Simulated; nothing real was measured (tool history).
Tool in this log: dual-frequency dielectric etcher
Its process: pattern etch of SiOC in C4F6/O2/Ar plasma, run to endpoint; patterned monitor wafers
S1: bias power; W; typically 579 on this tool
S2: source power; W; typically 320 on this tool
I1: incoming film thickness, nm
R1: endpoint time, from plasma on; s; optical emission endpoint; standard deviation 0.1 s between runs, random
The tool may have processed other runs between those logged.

| run | day | S1 | S2 | I1 | R1 |
|---|---|---|---|---|---|
| 1 | 0.000 | 579 | 320 | 39.52 | 14.3 |
| 2 | 4.675 | 579 | 320 | 39.44 | 14.3 |
| 3 | 7.104 | 579 | 320 | 39.49 | 14.1 |
| 4 | 8.992 | 684 | 320 | 39.21 | 13.3 |
| 5 | 11.971 | 579 | 300 | 39.46 | 14.3 |
| 6 | 14.325 | 579 | 300 | 39.64 | 14.7 |
| 7 | 15.754 | 579 | 300 | 39.24 | 14.3 |
| 8 | 16.900 | 579 | 320 | 39.54 | 14.1 |
| 9 | 19.408 | 579 | 320 | 39.33 | 14.2 |
| 10 | 24.333 | 579 | 320 | 39.39 | 14.1 |
| 11 | 27.071 | 579 | 350 | 39.44 | 13.6 |
| 12 | 28.412 | 579 | 350 | 39.21 | 13.6 |
| 13 | 30.833 | 579 | 350 | 39.14 | 13.5 |
| 14 | 32.692 | 490 | 400 | 39.13 | 13.4 |
| 15 | 35.608 | 458 | 320 | 39.08 | 15.3 |
| 16 | 39.421 | 528 | 340 | 39.07 | 14.1 |
| 17 | 40.850 | 579 | 320 | 39.36 | 14.0 |
| 18 | 42.283 | 579 | 320 | 39.32 | 14.1 |
| 19 | 43.408 | 579 | 320 | 39.10 | 14.1 |
| 20 | 44.454 | 534 | 320 | 39.21 | 14.5 |
| 21 | 48.125 | 579 | 320 | 39.52 | 14.1 |
| 22 | 49.400 | 579 | 320 | 39.68 | 14.3 |
| 23 | 50.929 | 712 | 320 | 39.78 | 13.3 |
| 24 | 52.775 | 452 | 250 | 39.44 | 16.7 |
| 25 | 54.608 | 513 | 300 | 39.77 | 15.2 |
| 26 | 56.642 | 579 | 320 | 39.36 | 14.0 |
| 27 | 57.817 | 579 | 250 | 39.40 | 15.7 |

Removed from this log: 6 entries logged between the listed runs. Between which two listed runs does each belong, and how does the tool's hidden state at the listed run before it compare with that at the listed run after it?
After run 5, before run 6: wet clean of the chamber (day 14.304)
  no hidden state differs between the two runs
After run 11, before run 12: upper electrode replaced (day 28.396)
  no hidden state differs between the two runs
After run 12, before run 13: wet clean of the chamber (day 30.812)
  no hidden state differs between the two runs
After run 15, before run 16: bias power generator calibrated (day 36.533)
  no hidden state differs between the two runs
After run 20, before run 21: source power generator calibrated (day 44.988); wet clean of the chamber (day 48.104)
  no hidden state differs between the two runs

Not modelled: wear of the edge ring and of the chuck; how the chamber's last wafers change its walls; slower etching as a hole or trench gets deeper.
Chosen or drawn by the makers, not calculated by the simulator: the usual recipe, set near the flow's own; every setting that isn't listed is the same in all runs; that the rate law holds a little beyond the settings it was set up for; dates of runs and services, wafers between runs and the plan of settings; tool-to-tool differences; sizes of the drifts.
